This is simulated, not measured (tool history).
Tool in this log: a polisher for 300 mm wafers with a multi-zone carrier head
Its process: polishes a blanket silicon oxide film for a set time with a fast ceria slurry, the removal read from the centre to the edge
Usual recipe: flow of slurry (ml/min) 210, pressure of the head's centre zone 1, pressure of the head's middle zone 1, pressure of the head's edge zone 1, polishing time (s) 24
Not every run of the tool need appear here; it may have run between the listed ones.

| run | hour | flow of slurry (ml/min) | pressure of the head's centre zone | pressure of the head's middle zone | pressure of the head's edge zone | polishing time (s) | wafers since the last listed run | wafers polished on this pad | hours since the slurry nozzle was cleaned | hours since the centre zone pressure was calibrated | hours since the edge zone pressure was calibrated | hours since the carrier head's membrane was replaced | incoming thickness of the incoming film, nm | film removed at the wafer's centre (angstrom) | film removed at mid-radius (angstrom) | film removed at the wafer's edge (angstrom) |
|---|---|---|---|---|---|---|---|---|---|---|---|---|---|---|---|---|
| 1 | 0 | 210 | 1.03 | 1 | 1 | 24 | 0 | 197 | 218.7 | 316.4 | 1212.1 | 586.9 | 1580.6 | 4188 | 4064 | 4195 |
| 2 | 16.8 | 210 | 1 | 1 | 1.04 | 24 | 152 | 350 | 235.5 | 333.2 | 1228.9 | 603.7 | 1538.2 | 3933 | 4058 | 4301 |
| 3 | 32.5 | 210 | 1 | 1 | 1 | 24 | 142 | 493 | 251.2 | 348.9 | 1244.6 | 619.4 | 1568.1 | 3999 | 4002 | 4136 |
|  | 44.5 | worn pad replaced by a new one |
| 4 | 45 | 210 | 1 | 1 | 1 | 24 | 77 | 4 | 263.7 | 361.4 | 1257.1 | 631.9 | 1558.4 | 4325 | 4338 | 4445 |
| 5 | 58.1 | 210 | 1 | 1 | 1 | 24 | 119 | 123 | 276.8 | 374.5 | 1270.2 | 645 | 1553.3 | 4114 | 4179 | 4271 |
| 6 | 74.9 | 210 | 1 | 1.05 | 1 | 24 | 152 | 276 | 293.6 | 391.3 | 1287 | 661.8 | 1581.1 | 3969 | 4207 | 4263 |
| 7 | 87.2 | 210 | 1 | 1.05 | 1 | 24 | 111 | 388 | 305.9 | 403.6 | 1299.3 | 674.1 | 1547.7 | 3923 | 4211 | 4136 |
|  | 91.4 | edge zone pressure recalibrated |
| 8 | 99.9 | 210 | 0.95 | 0.93 | 1 | 24 | 97 | 486 | 318.6 | 416.3 | 8.5 | 686.8 | 1556.7 | 3787 | 3765 | 4127 |
|  | 104.1 | slurry nozzle cleaned |
|  | 119.6 | worn pad replaced by a new one |
| 9 | 136.7 | 210 | 0.95 | 0.93 | 1 | 24 | 289 | 155 | 32.6 | 453.1 | 45.3 | 723.6 | 1548.2 | 4048 | 3921 | 4330 |
| 10 | 142.9 | 210 | 0.95 | 0.93 | 1 | 24 | 56 | 211 | 38.8 | 459.3 | 51.5 | 729.8 | 1526.7 | 3932 | 3993 | 4301 |
| 11 | 154.4 | 210 | 1 | 1.06 | 1.08 | 24 | 104 | 316 | 50.3 | 470.8 | 63 | 741.3 | 1567.3 | 4133 | 4409 | 4401 |
| 12 | 162.1 | 210 | 1 | 1 | 1 | 24 | 70 | 386 | 58 | 478.5 | 70.7 | 749 | 1554.7 | 4039 | 4183 | 4221 |
|  | 171.4 | carrier head's membrane replaced by a new one |
| 13 | 180 | 210 | 1 | 1.12 | 0.97 | 24 | 117 | 504 | 75.9 | 496.4 | 88.6 | 8.6 | 1559 | 4075 | 4492 | 4154 |
|  | 192 | worn pad replaced by a new one |
| 14 | 194.2 | 210 | 0.94 | 1 | 1 | 24 | 92 | 19 | 90.1 | 510.6 | 102.8 | 22.8 | 1542.4 | 4133 | 4271 | 4490 |

For run 15, what comes out?
| 15 | 201.9 | 210 | 1.09 | 1 | 1 | 24 | 70 | 89 | 97.8 | 518.3 | 110.5 | 30.5 | 1526.8 | ? | ? | ? |

Run 15 yielded film removed at the wafer's centre (angstrom) 4624, film removed at mid-radius (angstrom) 4170, film removed at the wafer's edge (angstrom) 4432.
On a tool with no hidden condition, and with the same random variation, this run would have come out at film removed at the wafer's centre (angstrom) 4924, film removed at mid-radius (angstrom) 4425, film removed at the wafer's edge (angstrom) 4664.
